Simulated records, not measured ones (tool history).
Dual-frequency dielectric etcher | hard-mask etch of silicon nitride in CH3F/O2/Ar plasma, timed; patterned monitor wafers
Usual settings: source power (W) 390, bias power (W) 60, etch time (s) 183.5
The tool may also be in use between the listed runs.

run	hour	source power (W)	bias power (W)	etch time (s)	wafers since the last listed run	hours since the last wet clean	hours since the last source power generator calibration	hours since the last bias power generator calibration	hours since the last upper electrode change	hours since the gauge calibration	read-back reference wafer on the same gauge, depth_nm	mean etch depth across the wafer (angstrom)
1	0.0	390	60	183.5	0	274.0	3133.0	3217.6	3200.8	221.9	98.0	1128
2	46.0	390	60	183.5	359	320.0	3179.0	3263.6	3246.8	267.9	97.9	1129
3	121.3	390	60	183.5	588	395.3	3254.3	3338.9	3322.1	343.2	98.0	1128
# hour 200.1: wet clean of the chamber
4	200.6	390	60	183.5	432	0.5	3333.6	3418.2	3401.4	422.5	98.0	1136
5	269.7	390	60	183.5	540	69.6	3402.7	3487.3	3470.5	491.6	98.1	1135
6	340.1	390	60	183.5	550	140.0	3473.1	3557.7	3540.9	562.0	98.0	1135
7	386.6	390	60	183.5	363	186.5	3519.6	3604.2	3587.4	608.5	98.0	1135
8	424.0	390	60	183.5	292	223.9	3557.0	3641.6	3624.8	645.9	98.0	1128
9	493.1	410	69	183.5	540	293.0	3626.1	3710.7	3693.9	715.0	98.0	1204
10	572.6	410	69	183.5	621	372.5	3705.6	3790.2	3773.4	794.5	98.0	1204
# hour 592.8: source power generator calibrated
11	616.7	430	46	183.5	313	416.6	23.9	3834.3	3817.5	838.6	98.0	1051
# hour 663.6: wet clean of the chamber
12	704.3	480	49	183.5	497	40.7	111.5	3921.9	3905.1	926.2	98.0	1119
13	803.1	390	60	183.5	772	139.5	210.3	4020.7	4003.9	1025.0	98.0	1125
# hour 843.2: gauge calibrated
# hour 855.8: upper electrode replaced
14	895.4	390	51	161.5	534	231.8	302.6	4113.0	39.6	52.2	98.0	932
15	947.5	310	74	183.5	407	283.9	354.7	4165.1	91.7	104.3	98.0	1132
# hour 990.4: bias power generator calibrated
16	1050.2	480	75	130.0	771	386.6	457.4	59.8	194.4	207.0	98.0	915
# hour 1120.8: wet clean of the chamber
17	1121.3	340	49	129.0	368	0.5	528.5	130.9	265.5	278.1	98.0	708
18	1209.3	390	60	183.5	688	88.5	616.5	218.9	353.5	366.1	98.0	1122
19	1301.6	390	67	224.5	721	180.8	708.8	311.2	445.8	458.4	98.0	1428
20	1401.2	440	74	208.0	778	280.4	808.4	410.8	545.4	558.0	98.0	1417

5 ways to go on from here, each from the tool as it stands after run 20. What would each give?
A	1401.7	340	60	183.5	3	280.9	808.9	411.3	545.9	558.5	?	?
B	1401.7	300	74	183.5	3	280.9	808.9	411.3	545.9	558.5	?	?
C	1401.7	350	60	156.5	3	280.9	808.9	411.3	545.9	558.5	?	?
D	1401.7	340	55	201.5	3	280.9	808.9	411.3	545.9	558.5	?	?
E	1401.7	330	70	138.0	3	280.9	808.9	411.3	545.9	558.5	?	?

run	read-back reference wafer on the same gauge, depth_nm	mean etch depth across the wafer (angstrom)
A	98.0	1077
B	98.0	1121
C	98.0	926
D	98.0	1146
E	98.0	849
Without the tool's hidden state the same runs would have given:
run	mean etch depth across the wafer (angstrom)
A	1080
B	1125
C	929
D	1151
E	852
